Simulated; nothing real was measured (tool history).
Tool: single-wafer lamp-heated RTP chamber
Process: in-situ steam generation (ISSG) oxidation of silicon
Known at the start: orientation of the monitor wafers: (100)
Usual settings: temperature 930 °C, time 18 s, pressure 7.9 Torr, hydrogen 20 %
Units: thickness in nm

run   hour  temperature  time  pressure  hydrogen  wafers since the last listed run  wafers since the last pyrometer calibration  hours since the pressure gauge was zeroed  hours since the hydrogen flow controller was replaced  hours since the gauge calibration  read-back reference wafer on the same gauge, thickness  thickness
  1      0          930    18       7.2        20                                 0                                         1545                                     4408.8                                                 3861.6                              100.9                                                   3.959      3.771
  2   16.6          930    18       7.2        20                               148                                         1693                                     4425.4                                                 3878.2                              117.5                                                   3.958      3.756
  3   33.6          930    18       7.2        20                               151                                         1845                                     4442.4                                                 3895.2                              134.5                                                   3.956      3.779
  4   47.3          930    23       7.9        20                               122                                         1967                                     4456.1                                                 3908.9                              148.2                                                   3.963      4.214
  5   92.3          930    18       7.9        20                               401                                         2369                                     4501.1                                                 3953.9                              193.2                                                   3.958      3.806
  6  102.5          930    18       7.9        20                                91                                         2460                                     4511.3                                                 3964.1                              203.4                                                   3.958      3.799
  7  113.1          943    18       7.3        20                                94                                         2554                                     4521.9                                                 3974.7                                214                                                   3.955      3.922
  8  123.3          943    18       7.3        20                                91                                         2645                                     4532.1                                                 3984.9                              224.2                                                   3.956      3.906
     137.6  -- pyrometer window cleaned and pyrometer calibrated
  9  140.9          930    18       7.9        20                                85                                           29                                     4549.7                                                 4002.5                              241.8                                                   3.956      3.787
 10  158.1          930    18       7.9        20                               153                                          182                                     4566.9                                                 4019.7                                259                                                   3.958      3.813
     168.5  -- pressure gauge zeroed
 11    174          930    18       7.9        20                                70                                          253                                        5.5                                                 4035.6                              274.9                                                   3.958       3.81
     184.6  -- gauge calibrated
 12  190.8          930    18       7.9        24                               149                                          403                                       22.3                                                 4052.4                                6.2                                                   3.963      3.956
 13    197          930    18       7.9        24                                55                                          458                                       28.5                                                 4058.6                               12.4                                                   3.959      3.963
 14  207.4          930    18       7.9        24                                92                                          551                                       38.9                                                   4069                               22.8                                                    3.96      3.993
 15  240.2          930    23       8.5        12                               292                                          844                                       71.7                                                 4101.8                               55.6                                                   3.961      3.761
 16  255.9          930    18       7.9        23                               140                                          984                                       87.4                                                 4117.5                               71.3                                                   3.959      3.907
 17  269.3          930    23       7.9        20                               119                                         1104                                      100.8                                                 4130.9                               84.7                                                   3.956      4.186
 18  276.2          930    18       7.9        20                                61                                         1165                                      107.7                                                 4137.8                               91.6                                                   3.962      3.807
 19  309.8          930    18       7.9        14                               299                                         1465                                      141.3                                                 4171.4                              125.2                                                   3.957      3.486
 20  318.4          930    18       7.9        20                                76                                         1542                                      149.9                                                   4180                              133.8                                                   3.959      3.785
     333.9  -- hydrogen flow controller replaced
 21  334.4          917    18       7.9        25                                71                                         1613                                      165.9                                                    0.5                              149.8                                                   3.966      3.898
 22  342.7          930    25       8.5        27                                74                                         1687                                      174.2                                                    8.8                              158.1                                                   3.961      4.644
 23  358.2          918    18       8.6        25                               138                                         1826                                      189.7                                                   24.3                              173.6                                                   3.961      3.828
 24    366          944    18       8.8        29                                69                                         1895                                      197.5                                                   32.1                              181.4                                                   3.954      4.285
 25  381.8          948    15       7.2        23                               141                                         2036                                      213.3                                                   47.9                              197.2                                                   3.956      3.806
 26  399.5          912    14       7.9        20                               158                                         2194                                        231                                                   65.6                              214.9                                                    3.96      3.325
     421.2  -- pyrometer window cleaned and pyrometer calibrated
 27  421.7          948    18       7.9        14                               126                                            4                                      253.2                                                   87.8                              237.1                                                   3.961      3.721
 28  423.4          916    18       8.8        20                                15                                           19                                      254.9                                                   89.5                              238.8                                                   3.961      3.633

What the log doesn't show, run by run:
true wafer temperature minus pyrometer reading, K: 0 in every run
true pressure minus gauge reading, Torr: 0 in every run
deviation of the hydrogen flow from its setpoint, %: 0 in every run
gauge reads high (%): 0 in every run

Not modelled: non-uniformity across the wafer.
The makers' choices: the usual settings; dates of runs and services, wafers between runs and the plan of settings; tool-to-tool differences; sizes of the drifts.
